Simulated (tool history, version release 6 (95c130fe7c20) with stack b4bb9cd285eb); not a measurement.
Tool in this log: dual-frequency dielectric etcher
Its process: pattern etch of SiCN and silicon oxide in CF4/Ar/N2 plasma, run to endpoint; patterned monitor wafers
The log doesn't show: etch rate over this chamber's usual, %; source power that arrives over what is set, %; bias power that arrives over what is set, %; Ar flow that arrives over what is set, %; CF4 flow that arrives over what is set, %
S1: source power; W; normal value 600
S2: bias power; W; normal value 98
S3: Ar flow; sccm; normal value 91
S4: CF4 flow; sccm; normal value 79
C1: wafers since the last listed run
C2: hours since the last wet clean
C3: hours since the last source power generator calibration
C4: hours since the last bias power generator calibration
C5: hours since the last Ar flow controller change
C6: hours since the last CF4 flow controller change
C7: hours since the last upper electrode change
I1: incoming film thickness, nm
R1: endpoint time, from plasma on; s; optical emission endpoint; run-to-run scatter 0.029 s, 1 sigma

run	hour	S1	S2	S3	S4	C1	C2	C3	C4	C5	C6	C7	I1	R1
1	0.0	600	113	91	79	0	406.3	2298.1	2173.9	2407.6	2763.4	2250.7	8.99	7.2
2	31.7	600	98	91	87	598	438.0	2329.8	2205.6	2439.3	2795.1	2282.4	8.77	7.3
3	60.2	600	98	91	73	537	466.5	2358.3	2234.1	2467.8	2823.6	2310.9	8.90	7.5
4	88.5	600	98	91	73	534	494.8	2386.6	2262.4	2496.1	2851.9	2339.2	8.87	7.5
5	142.8	600	98	91	73	1024	549.1	2440.9	2316.7	2550.4	2906.2	2393.5	8.91	7.5
# hour 202.4: wet clean of the chamber
6	204.4	600	109	91	79	709	2.0	2502.5	2378.3	2612.0	2967.8	2455.1	8.77	7.0
7	247.2	600	109	91	79	807	44.8	2545.3	2421.1	2654.8	3010.6	2497.9	8.96	7.2
8	292.8	600	109	91	79	860	90.4	2590.9	2466.7	2700.4	3056.2	2543.5	8.91	7.2
9	325.6	600	98	91	79	618	123.2	2623.7	2499.5	2733.2	3089.0	2576.3	8.90	7.4
10	379.1	560	79	83	86	1009	176.7	2677.2	2553.0	2786.7	3142.5	2629.8	8.86	8.1
# hour 532.9: Ar flow controller replaced
# hour 559.2: CF4 flow controller replaced
11	559.7	600	98	91	79	3181	357.3	2857.8	2733.6	26.8	0.5	2810.4	8.87	7.4
# hour 571.0: bias power generator calibrated
# hour 587.7: source power generator calibrated
# hour 596.5: upper electrode replaced
12	606.8	740	117	83	96	572	404.4	19.1	35.8	73.9	47.6	10.3	8.91	5.9
13	658.3	600	112	82	79	971	455.9	70.6	87.3	125.4	99.1	61.8	9.02	7.2
14	713.9	600	74	91	79	1049	511.5	126.2	142.9	181.0	154.7	117.4	8.99	8.1
15	738.3	730	98	91	79	460	535.9	150.6	167.3	205.4	179.1	141.8	8.86	6.3
# hour 768.0: wet clean of the chamber
16	768.5	600	86	77	79	116	0.5	180.8	197.5	235.6	209.3	172.0	8.91	7.5
17	802.9	600	98	91	71	649	34.9	215.2	231.9	270.0	243.7	206.4	8.88	7.5
18	838.2	600	98	91	61	666	70.2	250.5	267.2	305.3	279.0	241.7	8.83	7.6
19	905.8	600	74	91	79	1275	137.8	318.1	334.8	372.9	346.6	309.3	8.88	8.0
20	955.1	600	98	91	61	930	187.1	367.4	384.1	422.2	395.9	358.6	8.86	7.6
21	986.9	600	98	91	79	600	218.9	399.2	415.9	454.0	427.7	390.4	8.87	7.4
22	1042.5	600	98	99	67	1049	274.5	454.8	471.5	509.6	483.3	446.0	8.96	7.6
23	1079.3	600	98	91	79	694	311.3	491.6	508.3	546.4	520.1	482.8	8.82	7.3

What differs in the tool's unlogged condition from the final listed run ahead of each entry between runs to the first listed run following it?
Runs 5 to 6: wet clean of the chamber (hour 202.4)
  nothing in the hidden state changes from one run to the other
Runs 10 to 11: Ar flow controller replaced (hour 532.9); CF4 flow controller replaced (hour 559.2)
  nothing in the hidden state changes from one run to the other
Runs 11 to 12: bias power generator calibrated (hour 571.0); source power generator calibrated (hour 587.7); upper electrode replaced (hour 596.5)
  nothing in the hidden state changes from one run to the other
Runs 15 to 16: wet clean of the chamber (hour 768.0)
  nothing in the hidden state changes from one run to the other
